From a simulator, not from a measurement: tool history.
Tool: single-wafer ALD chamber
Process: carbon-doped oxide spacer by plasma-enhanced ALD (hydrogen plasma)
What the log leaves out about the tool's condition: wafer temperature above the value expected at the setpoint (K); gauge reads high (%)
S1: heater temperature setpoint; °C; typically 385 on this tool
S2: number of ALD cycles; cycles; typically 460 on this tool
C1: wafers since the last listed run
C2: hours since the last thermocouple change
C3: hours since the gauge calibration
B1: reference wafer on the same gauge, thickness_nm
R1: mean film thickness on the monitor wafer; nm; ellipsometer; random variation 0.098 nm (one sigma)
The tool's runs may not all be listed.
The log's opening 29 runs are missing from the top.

Run 30, hour 1452.2: usual settings but S1 373 °C; C1 51; C2 2298.5; C3 70.9; B1 26.101. Result: R1 23.217 nm.
Run 31, hour 1477.5: usual settings but S1 378 °C; C1 20; C2 2323.8; C3 96.2; B1 26.073. Result: R1 23.104 nm.
At hour 1490.9: thermocouple changed; heater temperature recalibrated.
Run 32, hour 1588.4: usual settings but S1 391 °C, S2 493 cycles; C1 84; C2 97.5; C3 207.1; B1 26.096. Result: R1 24.886 nm.
Run 33, hour 1630.1: usual settings but S1 390 °C; C1 34; C2 139.2; C3 248.8; B1 26.063. Result: R1 23.215 nm.
Run 34, hour 1660.4: usual settings but S2 528 cycles; C1 24; C2 169.5; C3 279.1; B1 26.151. Result: R1 26.656 nm.
Run 35, hour 1694.5: usual settings but S1 373 °C, S2 486 cycles; C1 28; C2 203.6; C3 313.2; B1 26.082. Result: R1 24.580 nm.
Run 36, hour 1734.5: usual settings but S2 547 cycles; C1 32; C2 243.6; C3 353.2; B1 26.109. Result: R1 27.775 nm.
Run 37, hour 1785.7: usual settings; C1 42; C2 294.8; C3 404.4; B1 26.053. Result: R1 23.191 nm.
Run 38, hour 1854.6: usual settings; C1 56; C2 363.7; C3 473.3; B1 26.131. Result: R1 23.222 nm.
Run 39, hour 1889.8: usual settings; C1 28; C2 398.9; C3 508.5; B1 26.082. Result: R1 23.348 nm.
Run 40, hour 1924.2: usual settings but S1 389 °C, S2 524 cycles; C1 28; C2 433.3; C3 542.9; B1 26.115. Result: R1 26.406 nm.

Run 41 has not been measured yet. What should we expect?
Run 41, hour 1951.0: usual settings but S2 417 cycles; C1 22; C2 460.1; C3 569.7; B1 ?. Result: R1 ?.

B1: 26.102
R1: 20.992 nm
The same run, on a tool lacking any hidden state, would have yielded R1 20.992 nm.
